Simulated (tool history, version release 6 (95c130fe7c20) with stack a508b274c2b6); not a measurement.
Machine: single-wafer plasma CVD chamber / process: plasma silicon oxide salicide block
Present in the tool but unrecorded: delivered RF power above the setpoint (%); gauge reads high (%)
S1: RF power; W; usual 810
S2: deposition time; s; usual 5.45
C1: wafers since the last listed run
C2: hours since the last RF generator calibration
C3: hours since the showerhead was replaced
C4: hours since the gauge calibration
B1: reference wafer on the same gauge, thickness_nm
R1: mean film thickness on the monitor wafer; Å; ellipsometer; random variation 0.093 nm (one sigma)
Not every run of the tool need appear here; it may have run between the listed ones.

run	day	S1	S2	C1	C2	C3	C4	B1	R1
1	0.000	925	5.45	0	1321.4	2649.8	103.9	56.209	627.95
2	1.267	810	5.92	1111	1351.8	2680.2	134.3	56.200	660.18
3	1.992	810	5.92	635	1369.2	2697.6	151.7	56.200	661.80
4	2.521	810	5.92	464	1381.9	2710.3	164.4	56.239	659.34
5	3.175	810	5.45	573	1397.6	2726.0	180.1	56.189	607.92
6	4.329	725	5.45	1012	1425.3	2753.7	207.8	56.185	592.87
7	5.712	810	5.45	1213	1458.5	2786.9	241.0	56.259	608.70
8	6.521	810	5.45	709	1477.9	2806.3	260.4	56.216	605.53
9	7.225	810	5.45	617	1494.8	2823.2	277.3	56.178	606.53
10	8.208	765	4.99	862	1518.4	2846.8	300.9	56.185	549.49
# day 8.775: showerhead replaced
11	8.796	930	4.64	222	1532.5	0.5	315.0	56.213	533.61
12	9.767	970	5.73	851	1555.8	23.8	338.3	56.212	662.91
# day 10.738: gauge calibrated
# day 10.854: RF generator calibrated
13	10.875	650	6.41	679	0.5	50.4	3.3	56.181	693.87
14	11.938	810	6.23	931	26.0	75.9	28.8	56.208	708.24
15	12.962	735	5.10	899	50.6	100.5	53.4	56.170	565.53
16	13.708	890	5.80	654	68.5	118.4	71.3	56.180	673.23
17	14.967	810	5.45	1103	98.7	148.6	101.5	56.197	617.05
18	16.458	810	5.45	1308	134.5	184.4	137.3	56.235	618.38
19	17.112	960	6.29	573	150.2	200.1	153.0	56.181	742.28

What if the next run were any one of these 5? Each begins from the tool's condition after run 19:
A	17.129	810	5.45	14	150.6	200.5	153.4	?	?
B	17.129	675	5.03	14	150.6	200.5	153.4	?	?
C	17.129	810	6.06	14	150.6	200.5	153.4	?	?
D	17.129	730	5.45	14	150.6	200.5	153.4	?	?
E	17.129	860	5.45	14	150.6	200.5	153.4	?	?

run	B1	R1
A	56.188	619.04
B	56.188	548.83
C	56.188	688.33
D	56.188	604.87
E	56.188	627.52
With the hidden condition removed and each run's random variation left untouched, the same runs would have given:
run	R1
A	621.18
B	550.72
C	690.70
D	606.96
E	629.69
